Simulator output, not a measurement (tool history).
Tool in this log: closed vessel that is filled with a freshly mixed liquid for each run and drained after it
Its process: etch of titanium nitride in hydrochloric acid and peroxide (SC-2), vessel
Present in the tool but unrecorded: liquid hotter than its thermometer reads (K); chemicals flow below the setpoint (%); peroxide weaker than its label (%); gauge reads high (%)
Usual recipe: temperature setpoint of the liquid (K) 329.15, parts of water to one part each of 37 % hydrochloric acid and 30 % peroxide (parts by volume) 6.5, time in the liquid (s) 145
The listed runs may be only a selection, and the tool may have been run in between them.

run	day	temperature setpoint of the liquid (K)	parts of water to one part each of 37 % hydrochloric acid and 30 % peroxide (parts by volume)	time in the liquid (s)	wafers since the last listed run	hours since the thermometer was replaced	hours since the chemicals flow meter was replaced	hours since the drum of peroxide was connected	hours since the gauge calibration	read-back film thickness of the titanium nitride reference wafer, read on the same gauge (nm)	thickness taken off the titanium nitride on a monitor wafer (Å)
1	0	329.15	6.5	145	0	425.9	2525.7	418.2	165.2	120	103.5
2	0.767	329.15	6.5	145	1613	444.3	2544.1	436.6	183.6	120	102.6
3	1.85	329.15	6.5	145	2280	470.3	2570.1	462.6	209.6	119.99	101.8
4	2.946	329.15	7.5	145	2306	496.6	2596.4	488.9	235.9	119.99	91
5	4.371	329.15	6	145	2999	530.8	2630.6	523.1	270.1	120.02	107.6
6	5.046	329.15	6	145	1420	547	2646.8	539.3	286.3	120.01	108.8
7	5.7	329.15	6.5	145	1376	562.7	2662.5	555	302	120	101.3
8	6.617	329.15	6.5	145	1929	584.7	2684.5	577	324	120.01	101.9
# day 7.425: chemicals flow meter replaced
9	7.65	329.15	6.5	145	2087	609.5	5.4	601.8	348.8	119.99	101.1
10	8.633	329.15	6.5	145	2069	633.1	29	625.4	372.4	120.01	100.4
11	9.883	329.15	6.5	145	2630	663.1	59	655.4	402.4	120.03	101.1
12	11.312	329.15	6.5	145	3008	697.4	93.3	689.7	436.7	120.02	100.7
# day 12.492: gauge calibrated
13	12.767	326.15	8	75	3060	732.3	128.2	724.6	6.6	119.99	36.3
# day 13.396: new drum of peroxide connected
14	14.15	329.15	6.5	145	2823	765.5	161.4	18.1	39.8	120.01	107.3
# day 14.896: thermometer replaced
15	15.229	329.15	5.5	145	2183	8	187.3	44	65.7	119.99	121.1
16	16.675	329.15	6.5	120	3043	42.7	222	78.7	100.4	119.98	88.8
17	18.008	324.65	7.5	205	2806	74.7	254	110.7	132.4	120.01	100.3
18	18.812	333.15	6.5	145	1692	94	273.3	130	151.7	120.01	137.5
19	21.121	319.15	9	70	4858	149.4	328.7	185.4	207.1	119.96	20.3
20	21.821	329.15	6.5	70	1473	166.2	345.5	202.2	223.9	120.02	50.9
21	22.658	322.15	5.5	145	1762	186.3	365.6	222.3	244	120	75.8
22	24.1	329.15	6.5	170	3034	220.9	400.2	256.9	278.6	119.98	123.3

Below are 5 alternative next runs, each starting from the tool's condition after run 22. Predict each:
A	24.129	329.15	6.5	145	61	221.6	400.9	257.6	279.3	?	?
B	24.129	329.15	7.5	205	61	221.6	400.9	257.6	279.3	?	?
C	24.129	335.15	6.5	120	61	221.6	400.9	257.6	279.3	?	?
D	24.129	332.15	6.5	145	61	221.6	400.9	257.6	279.3	?	?
E	24.129	329.15	6.5	225	61	221.6	400.9	257.6	279.3	?	?

run	read-back film thickness of the titanium nitride reference wafer, read on the same gauge (nm)	thickness taken off the titanium nitride on a monitor wafer (Å)
A	119.97	105.6
B	119.97	133.5
C	119.97	127.6
D	119.97	127.8
E	119.97	163.9
Take away the tool's hidden state, keep each run's random variation, and the runs would have read:
run	thickness taken off the titanium nitride on a monitor wafer (Å)
A	108.7
B	137.5
C	131.4
D	131.6
E	168.7
